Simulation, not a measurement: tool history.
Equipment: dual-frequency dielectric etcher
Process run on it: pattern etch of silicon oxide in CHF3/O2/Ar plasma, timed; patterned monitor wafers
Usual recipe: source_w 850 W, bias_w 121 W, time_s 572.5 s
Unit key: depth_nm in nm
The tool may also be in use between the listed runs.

run,hour,source_w,bias_w,time_s,"read-back reference wafer on the same gauge, depth_nm",depth_nm
1,0,960,109,572.5,1140.1,1234.2
2,26,760,121,572.5,1139.4,1156.8
3,53.5,760,121,572.5,1139.6,1154.4
4,80,850,128,572.5,1141,1253.2
5,115.8,850,128,572.5,1140.5,1258.2
6,145.7,850,128,572.5,1138,1262.4
7,166.7,850,132,572.5,1140,1263.8
# hour 176.8: source power generator calibrated
8,179.3,850,121,572.5,1140,1234.7
# hour 192.9: gauge calibrated
# hour 214.4: upper electrode replaced
# hour 229.9: wet clean of the chamber
9,230.4,850,121,572.5,1140.3,1167.7
10,239.9,1050,121,635,1139,1436.4
# hour 283.8: bias power generator calibrated
11,295.1,690,109,500.5,1139.6,891.3
12,312.4,850,94,572.5,1140.2,1091.9
13,327.5,1030,121,436.5,1139.5,992.1
14,362.6,690,121,572.5,1140.2,1068.4

State the hidden condition of the tool at each of the runs:
source power that arrives over what is set, %: 0 in every run
bias power that arrives over what is set, %: 0 in every run
gauge reads high (%): 0 in every run
H1: etch rate over this chamber's usual, %
run,H1
1,3.91
2,4.14
3,4.38
4,4.62
5,4.93
6,5.2
7,5.38
8,5.5
9,-0.177
10,-0.0932
11,0.395
12,0.549
13,0.682
14,0.993
